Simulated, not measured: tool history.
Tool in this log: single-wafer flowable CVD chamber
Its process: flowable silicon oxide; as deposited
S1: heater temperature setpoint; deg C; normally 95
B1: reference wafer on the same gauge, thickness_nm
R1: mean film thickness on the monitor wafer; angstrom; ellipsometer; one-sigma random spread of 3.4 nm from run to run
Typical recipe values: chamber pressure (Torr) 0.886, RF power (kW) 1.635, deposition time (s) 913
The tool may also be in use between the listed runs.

{"run": 1, "day": 0.0, "S1": 95, "chamber pressure (Torr)": 0.886, "RF power (kW)": 1.635, "deposition time (s)": 913, "B1": 786.552, "R1": 7204.21}
{"run": 2, "day": 1.383, "S1": 95, "chamber pressure (Torr)": 0.886, "RF power (kW)": 1.635, "deposition time (s)": 913, "B1": 784.487, "R1": 7181.12}
{"run": 3, "day": 4.246, "S1": 95, "chamber pressure (Torr)": 0.886, "RF power (kW)": 1.635, "deposition time (s)": 913, "B1": 785.903, "R1": 7200.27}
{"day": 5.492, "done": "gauge calibrated"}
{"run": 4, "day": 6.979, "S1": 95, "chamber pressure (Torr)": 0.886, "RF power (kW)": 1.635, "deposition time (s)": 913, "B1": 774.089, "R1": 7088.43}
{"run": 5, "day": 9.446, "S1": 95, "chamber pressure (Torr)": 0.886, "RF power (kW)": 1.635, "deposition time (s)": 913, "B1": 778.623, "R1": 7207.07}
{"day": 11.521, "done": "capacitance manometer re-zeroed and calibrated"}
{"day": 11.7, "done": "showerhead replaced"}
{"run": 6, "day": 11.721, "S1": 95, "chamber pressure (Torr)": 0.886, "RF power (kW)": 1.635, "deposition time (s)": 913, "B1": 781.433, "R1": 7152.65}
{"day": 13.767, "done": "RF generator calibrated"}
{"run": 7, "day": 14.2, "S1": 90, "chamber pressure (Torr)": 0.886, "RF power (kW)": 1.635, "deposition time (s)": 913, "B1": 783.946, "R1": 8360.05}
{"run": 8, "day": 16.133, "S1": 95, "chamber pressure (Torr)": 0.739, "RF power (kW)": 1.635, "deposition time (s)": 913, "B1": 783.154, "R1": 6406.71}
{"run": 9, "day": 18.767, "S1": 95, "chamber pressure (Torr)": 0.68, "RF power (kW)": 1.86, "deposition time (s)": 788, "B1": 784.754, "R1": 5532.5}
{"run": 10, "day": 20.771, "S1": 95, "chamber pressure (Torr)": 0.886, "RF power (kW)": 1.635, "deposition time (s)": 913, "B1": 786.431, "R1": 7222.97}
{"day": 22.125, "done": "gauge calibrated"}
{"run": 11, "day": 23.504, "S1": 95, "chamber pressure (Torr)": 0.804, "RF power (kW)": 1.475, "deposition time (s)": 913, "B1": 774.007, "R1": 6495.53}
{"day": 24.808, "done": "thermocouple changed; heater temperature recalibrated"}
{"run": 12, "day": 24.829, "S1": 81, "chamber pressure (Torr)": 0.886, "RF power (kW)": 1.635, "deposition time (s)": 913, "B1": 776.756, "R1": 10500.0}
{"run": 13, "day": 27.438, "S1": 95, "chamber pressure (Torr)": 1.099, "RF power (kW)": 1.635, "deposition time (s)": 913, "B1": 780.375, "R1": 8124.3}
{"run": 14, "day": 29.108, "S1": 95, "chamber pressure (Torr)": 0.886, "RF power (kW)": 1.635, "deposition time (s)": 913, "B1": 780.318, "R1": 7165.41}
{"run": 15, "day": 31.662, "S1": 95, "chamber pressure (Torr)": 1.065, "RF power (kW)": 1.445, "deposition time (s)": 913, "B1": 782.369, "R1": 7808.32}

Same runs, no hidden state in the tool, same run-to-run variation:
The hidden state here: wafer temperature above the value expected at the setpoint (K); delivered RF power above the setpoint (%); true pressure above the setpoint (%); gauge reads high (%).
run=1 R1=7095.04
run=2 R1=7068.73
run=3 R1=7082.30
run=4 R1=7058.24
run=5 R1=7141.85
run=6 R1=7066.52
run=7 R1=8240.89
run=8 R1=6307.68
run=9 R1=5440.71
run=10 R1=7098.85
run=11 R1=6479.48
run=12 R1=10443.87
run=13 R1=8047.42
run=14 R1=7084.35
run=15 R1=7704.27
